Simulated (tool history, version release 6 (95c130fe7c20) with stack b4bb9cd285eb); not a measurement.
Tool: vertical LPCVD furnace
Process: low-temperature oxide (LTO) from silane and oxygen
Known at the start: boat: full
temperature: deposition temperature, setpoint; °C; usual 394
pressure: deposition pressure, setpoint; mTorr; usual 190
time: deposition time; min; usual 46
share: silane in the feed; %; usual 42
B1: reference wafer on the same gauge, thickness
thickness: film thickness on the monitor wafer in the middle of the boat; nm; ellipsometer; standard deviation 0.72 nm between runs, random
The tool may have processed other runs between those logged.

Run 1, hour 0: usual settings; B1 401.81. Result: thickness 364.93 nm.
Run 2, hour 33.7: usual settings; B1 400.78. Result: thickness 364.65 nm.
Run 3, hour 48.5: usual settings; B1 400.24. Result: thickness 364.01 nm.
Run 4, hour 67.5: usual settings but share 44 %; B1 400.12. Result: thickness 382.76 nm.
At hour 87.9: gauge calibrated.
At hour 93.1: thermocouples replaced and temperature profile calibrated.
At hour 108.7: silane flow controller replaced.
Run 5, hour 109.2: usual settings but share 44 %; B1 401.97. Result: thickness 385.74 nm.
Run 6, hour 117.5: usual settings but pressure 210 mTorr; B1 401.9. Result: thickness 404.49 nm.
At hour 145.9: pressure gauge zeroed.
Run 7, hour 146.4: usual settings; B1 402.02. Result: thickness 365.91 nm.
Run 8, hour 151.4: usual settings but temperature 384 °C, pressure 160 mTorr, time 36.5 min, share 34 %; B1 401.51. Result: thickness 164.92 nm.
Run 9, hour 187.1: usual settings; B1 401.29. Result: thickness 365.49 nm.
Run 10, hour 204.9: usual settings but time 52.5 min; B1 400.44. Result: thickness 416.41 nm.
Run 11, hour 222.9: usual settings; B1 400.34. Result: thickness 363.87 nm.
Run 12, hour 236.5: usual settings but temperature 388 °C, pressure 150 mTorr, time 53 min; B1 400.03. Result: thickness 310.34 nm.
Run 13, hour 269.5: usual settings but temperature 399 °C, pressure 175 mTorr, time 28.5 min; B1 398.86. Result: thickness 218.35 nm.
At hour 276.9: gauge calibrated.
Run 14, hour 287.8: usual settings but pressure 155 mTorr; B1 401.87. Result: thickness 297.6 nm.

What if the next run were any one of these 5? Each begins from the tool's condition after run 14:
Run A, hour 292.3: usual settings; B1 ?. Result: thickness ?.
Run B, hour 292.3: usual settings but pressure 220 mTorr, share 47 %; B1 ?. Result: thickness ?.
Run C, hour 292.3: usual settings but temperature 405 °C, pressure 215 mTorr, share 36 %; B1 ?. Result: thickness ?.
Run D, hour 292.3: usual settings but temperature 384 °C, time 38.5 min; B1 ?. Result: thickness ?.
Run E, hour 292.3: usual settings but pressure 145 mTorr, time 32.5 min, share 48 %; B1 ?. Result: thickness ?.

run     B1  thickness
  A  402.2     366.08
  B  402.2     477.76
  C  402.2     387.73
  D  402.2     273.53
  E  402.2     226.98
Had the tool no hidden state, the same runs would have come out as:
run  thickness
  A     366.31
  B     478.06
  C     387.97
  D      273.7
  E     227.12
